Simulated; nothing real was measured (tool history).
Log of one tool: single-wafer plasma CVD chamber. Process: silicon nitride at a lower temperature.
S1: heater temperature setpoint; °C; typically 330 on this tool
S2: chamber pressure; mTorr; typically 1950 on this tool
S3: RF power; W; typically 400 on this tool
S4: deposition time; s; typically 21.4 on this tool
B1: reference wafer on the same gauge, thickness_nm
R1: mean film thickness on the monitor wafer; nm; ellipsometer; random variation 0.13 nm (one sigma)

| run | day | S1 | S2 | S3 | S4 | B1 | R1 |
|---|---|---|---|---|---|---|---|
| 1 | 0.000 | 330 | 1950 | 400 | 21.4 | 37.555 | 32.961 |
| 2 | 2.579 | 330 | 1950 | 400 | 21.4 | 37.617 | 32.998 |
| 3 | 4.217 | 330 | 1950 | 400 | 21.4 | 37.602 | 32.987 |
| 4 | 5.521 | 330 | 1950 | 400 | 21.4 | 37.602 | 32.683 |
| 5 | 8.212 | 330 | 1950 | 400 | 21.4 | 37.601 | 32.870 |
| 6 | 10.775 | 330 | 1950 | 400 | 21.4 | 37.609 | 32.915 |
| 7 | 17.112 | 330 | 1950 | 400 | 21.4 | 37.621 | 32.786 |
|  | 18.858 | thermocouple changed; heater temperature recalibrated |
| 8 | 19.200 | 330 | 1950 | 450 | 21.4 | 37.614 | 34.906 |
| 9 | 21.125 | 330 | 1950 | 450 | 21.4 | 37.577 | 34.737 |
| 10 | 24.050 | 330 | 1950 | 400 | 21.4 | 37.614 | 32.818 |
| 11 | 25.254 | 330 | 1950 | 400 | 21.4 | 37.573 | 32.551 |
| 12 | 27.200 | 330 | 1950 | 400 | 21.4 | 37.620 | 32.611 |
| 13 | 28.433 | 323 | 1950 | 400 | 20.0 | 37.626 | 30.551 |
| 14 | 30.558 | 330 | 1950 | 400 | 21.4 | 37.550 | 32.638 |
| 15 | 33.217 | 323 | 1760 | 350 | 23.0 | 37.627 | 31.659 |
| 16 | 34.833 | 330 | 1950 | 400 | 21.4 | 37.565 | 32.423 |
|  | 35.071 | gauge calibrated |
|  | 35.538 | showerhead replaced |
|  | 35.967 | capacitance manometer re-zeroed and calibrated |
|  | 36.404 | RF generator calibrated |
| 17 | 36.425 | 330 | 1950 | 400 | 23.4 | 37.599 | 37.222 |
| 18 | 38.821 | 330 | 1950 | 400 | 21.4 | 37.645 | 34.245 |
| 19 | 41.621 | 315 | 1530 | 400 | 21.4 | 37.627 | 32.174 |
| 20 | 43.179 | 336 | 1950 | 400 | 21.4 | 37.575 | 33.947 |
| 21 | 45.342 | 322 | 2340 | 450 | 21.4 | 37.586 | 37.837 |
| 22 | 46.404 | 343 | 1600 | 345 | 24.5 | 37.580 | 34.131 |

Each row is a separate what-if for the run after 22, all from the same tool condition, not one after another. Results?
| A | 46.421 | 330 | 2290 | 400 | 21.4 | ? | ? |
| B | 46.421 | 330 | 1950 | 380 | 21.4 | ? | ? |
| C | 46.421 | 320 | 1950 | 445 | 25.6 | ? | ? |
| D | 46.421 | 335 | 2250 | 355 | 17.3 | ? | ? |

| run | B1 | R1 |
|---|---|---|
| A | 37.603 | 35.681 |
| B | 37.603 | 33.341 |
| C | 37.603 | 43.359 |
| D | 37.603 | 26.941 |
The same runs, with their run-to-run variation unchanged, on a tool lacking any hidden condition would have given:
| run | R1 |
|---|---|
| A | 35.819 |
| B | 33.479 |
| C | 43.527 |
| D | 27.053 |

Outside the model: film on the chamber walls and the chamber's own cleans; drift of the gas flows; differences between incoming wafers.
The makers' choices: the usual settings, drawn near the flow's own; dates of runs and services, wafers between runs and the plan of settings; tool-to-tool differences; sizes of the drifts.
